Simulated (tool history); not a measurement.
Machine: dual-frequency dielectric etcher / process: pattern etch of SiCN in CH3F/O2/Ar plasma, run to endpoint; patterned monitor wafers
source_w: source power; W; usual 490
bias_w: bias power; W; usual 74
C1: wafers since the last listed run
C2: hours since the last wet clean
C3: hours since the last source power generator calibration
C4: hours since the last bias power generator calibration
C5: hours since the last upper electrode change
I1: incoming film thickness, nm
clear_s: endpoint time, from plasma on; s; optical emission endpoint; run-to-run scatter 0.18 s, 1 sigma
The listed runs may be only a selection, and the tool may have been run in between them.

Run 1, day 0.000: usual settings; C1 0; C2 102.9; C3 2976.6; C4 2530.2; C5 4606.3; I1 10.99. Result: clear_s 26.5 s.
Run 2, day 1.238: usual settings; C1 416; C2 132.6; C3 3006.3; C4 2559.9; C5 4636.0; I1 10.85. Result: clear_s 26.5 s.
Run 3, day 1.833: usual settings; C1 200; C2 146.9; C3 3020.6; C4 2574.2; C5 4650.3; I1 10.80. Result: clear_s 26.3 s.
Run 4, day 2.625: usual settings; C1 266; C2 165.9; C3 3039.6; C4 2593.2; C5 4669.3; I1 10.89. Result: clear_s 26.8 s.
Run 5, day 3.600: usual settings; C1 328; C2 189.3; C3 3063.0; C4 2616.6; C5 4692.7; I1 10.90. Result: clear_s 26.7 s.
Run 6, day 4.454: usual settings; C1 287; C2 209.8; C3 3083.5; C4 2637.1; C5 4713.2; I1 10.84. Result: clear_s 26.9 s.
Run 7, day 5.492: usual settings; C1 349; C2 234.7; C3 3108.4; C4 2662.0; C5 4738.1; I1 10.91. Result: clear_s 27.2 s.
At day 6.150: source power generator calibrated.
Run 8, day 6.171: usual settings; C1 172; C2 251.0; C3 0.5; C4 2678.3; C5 4754.4; I1 10.94. Result: clear_s 27.0 s.
Run 9, day 7.283: usual settings but source_w 570 W; C1 374; C2 277.7; C3 27.2; C4 2705.0; C5 4781.1; I1 10.81. Result: clear_s 25.5 s.
Run 10, day 8.029: usual settings but source_w 420 W; C1 250; C2 295.6; C3 45.1; C4 2722.9; C5 4799.0; I1 10.87. Result: clear_s 28.5 s.
At day 9.917: upper electrode replaced.
Run 11, day 9.938: usual settings but source_w 450 W, bias_w 65 W; C1 305; C2 341.4; C3 90.9; C4 2768.7; C5 0.5; I1 11.03. Result: clear_s 30.1 s.
Run 12, day 9.996: usual settings but source_w 400 W, bias_w 79 W; C1 19; C2 342.8; C3 92.3; C4 2770.1; C5 1.9; I1 10.79. Result: clear_s 28.5 s.
Run 13, day 13.892: usual settings but source_w 610 W, bias_w 91 W; C1 1310; C2 436.3; C3 185.8; C4 2863.6; C5 95.4; I1 11.02. Result: clear_s 24.3 s.
At day 14.875: bias power generator calibrated.
At day 14.983: wet clean of the chamber.
Run 14, day 15.004: usual settings but source_w 410 W; C1 281; C2 0.5; C3 212.5; C4 3.1; C5 122.1; I1 10.90. Result: clear_s 27.5 s.
Run 15, day 16.129: usual settings but bias_w 64 W; C1 378; C2 27.5; C3 239.5; C4 30.1; C5 149.1; I1 11.05. Result: clear_s 27.5 s.
Run 16, day 16.675: usual settings; C1 183; C2 40.6; C3 252.6; C4 43.2; C5 162.2; I1 10.90. Result: clear_s 26.0 s.
Run 17, day 17.575: usual settings but source_w 450 W, bias_w 65 W; C1 302; C2 62.2; C3 274.2; C4 64.8; C5 183.8; I1 10.92. Result: clear_s 28.1 s.
Run 18, day 18.317: usual settings but bias_w 80 W; C1 249; C2 80.0; C3 292.0; C4 82.6; C5 201.6; I1 10.93. Result: clear_s 25.7 s.
Run 19, day 19.142: usual settings but bias_w 57 W; C1 277; C2 99.8; C3 311.8; C4 102.4; C5 221.4; I1 10.93. Result: clear_s 28.5 s.

Hidden state or all else? Some run-to-run changes of clear_s, split into what the settings, what came in and random variation would give without the hidden state, and what is left for the hidden state (with any gauge scatter that isn't in both results):
Hidden conditions of the tool in this case: etch rate over this chamber's usual, %; source power that arrives over what is set, %; bias power that arrives over what is set, %.
Run 12 -> 13: source_w 400 -> 610, bias_w 79 -> 91. clear_s -4.2 s: hidden state +0.1, all else -4.3.
Run 13 -> 14: source_w 610 -> 410, bias_w 91 -> 74, bias power generator calibrated, wet clean of the chamber. clear_s +3.2 s: hidden state -1.6, all else +4.8.
